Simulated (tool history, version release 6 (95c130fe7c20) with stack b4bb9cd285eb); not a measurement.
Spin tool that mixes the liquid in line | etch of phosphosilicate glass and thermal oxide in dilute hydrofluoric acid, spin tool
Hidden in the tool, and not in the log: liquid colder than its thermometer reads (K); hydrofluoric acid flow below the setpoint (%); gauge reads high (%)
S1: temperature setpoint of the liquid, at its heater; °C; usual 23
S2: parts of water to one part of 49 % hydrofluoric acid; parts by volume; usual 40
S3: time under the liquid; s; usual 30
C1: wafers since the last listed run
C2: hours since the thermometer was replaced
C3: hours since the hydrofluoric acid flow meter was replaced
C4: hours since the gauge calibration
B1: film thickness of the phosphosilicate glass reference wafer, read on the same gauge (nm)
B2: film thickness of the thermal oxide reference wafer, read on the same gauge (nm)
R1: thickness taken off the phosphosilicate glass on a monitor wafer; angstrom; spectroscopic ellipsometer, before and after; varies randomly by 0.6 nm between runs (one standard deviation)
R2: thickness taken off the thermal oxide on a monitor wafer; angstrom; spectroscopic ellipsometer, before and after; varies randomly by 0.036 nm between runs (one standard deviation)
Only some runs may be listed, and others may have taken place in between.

run	hour	S1	S2	S3	C1	C2	C3	C4	B1	B2	R1	R2
1	0	23	40	30	0	469.5	331.7	2100.3	150.01	99.979	745.8	37.71
# hour 59.1: gauge calibrated
2	69.5	20.5	40	30	781	539	401.2	10.4	150	99.996	665.3	34.02
3	175.9	20.5	40	30	1195	645.4	507.6	116.8	149.99	100.014	663.2	33.91
4	235.4	19.5	40	30	668	704.9	567.1	176.3	149.98	99.966	645.1	31.95
# hour 277.2: thermometer replaced
5	290.5	19.5	40	30	608	13.3	622.2	231.4	149.98	99.951	633.9	32.2
# hour 357: hydrofluoric acid flow meter replaced
6	419.9	19.5	40	30	1443	142.7	62.9	360.8	150.01	99.98	660.1	33.28
7	460.1	23	40	30	451	182.9	103.1	401	149.96	100.01	760.2	38.05
8	541.7	19	30	30	917	264.5	184.7	482.6	149.97	99.985	869	43.5
9	604	23	25	45	700	326.8	247	544.9	149.98	100.03	1870.2	93.28
10	643.2	23	40	30	440	366	286.2	584.1	149.98	99.998	760.7	37.92
11	748.1	23	40	30	1179	470.9	391.1	689	149.98	100.057	739.3	37.83
12	796.5	21	55	30	543	519.3	439.5	737.4	150.02	99.999	492.1	24.74
13	856.5	23	60	45	674	579.3	499.5	797.4	149.97	100.008	726.7	35.83
14	941.2	21	40	30	951	664	584.2	882.1	149.98	100.049	682.6	34.16
15	990.3	23	40	30	551	713.1	633.3	931.2	150	99.945	734.4	36.54
# hour 1018.3: hydrofluoric acid flow meter replaced
16	1089.7	18	45	30	1105	812.5	71.4	1030.6	149.99	100.023	544.2	27.54
# hour 1149: thermometer replaced
17	1401.9	19	40	35	3497	252.9	383.6	1342.8	149.99	99.983	735.6	36.47
18	1499.9	21	55	30	1101	350.9	481.6	1440.8	149.99	99.973	488.7	24.62
19	1593	23	40	30	1046	444	574.7	1533.9	150	100	741.1	37.32
20	1669.9	19.5	40	30	864	520.9	651.6	1610.8	149.99	100.015	638.7	31.74
21	1707.8	19.5	40	30	425	558.8	689.5	1648.7	149.98	99.987	637.5	31.36
# hour 1712.2: hydrofluoric acid flow meter replaced
22	1746.2	23	35	20	420	597.2	34	1687.1	149.97	99.991	583.2	29.65
23	1808.9	26.5	30	30	704	659.9	96.7	1749.8	149.98	99.998	1181.6	60.6
24	1878.9	23	40	45	786	729.9	166.7	1819.8	150.05	99.98	1143.9	56.69

Below are 5 alternative next runs, each starting from the tool's condition after run 24. Predict each:
A	1879.3	23	40	30	4	730.3	167.1	1820.2	?	?	?	?
B	1879.3	27	50	20	4	730.3	167.1	1820.2	?	?	?	?
C	1879.3	27.5	25	30	4	730.3	167.1	1820.2	?	?	?	?
D	1879.3	23	55	45	4	730.3	167.1	1820.2	?	?	?	?
E	1879.3	20.5	55	15	4	730.3	167.1	1820.2	?	?	?	?

run	B1	B2	R1	R2
A	150	100.011	757.9	38.17
B	150	100.011	469.7	23.65
C	150	100.011	1492.1	75.15
D	150	100.011	810.7	40.83
E	150	100.011	243.5	12.26
Stripped of hidden state, with their random variation kept, the same runs would have yielded:
run	R1	R2
A	770.7	38.82
B	477.7	24.06
C	1516.9	76.4
D	824.6	41.53
E	247.6	12.47

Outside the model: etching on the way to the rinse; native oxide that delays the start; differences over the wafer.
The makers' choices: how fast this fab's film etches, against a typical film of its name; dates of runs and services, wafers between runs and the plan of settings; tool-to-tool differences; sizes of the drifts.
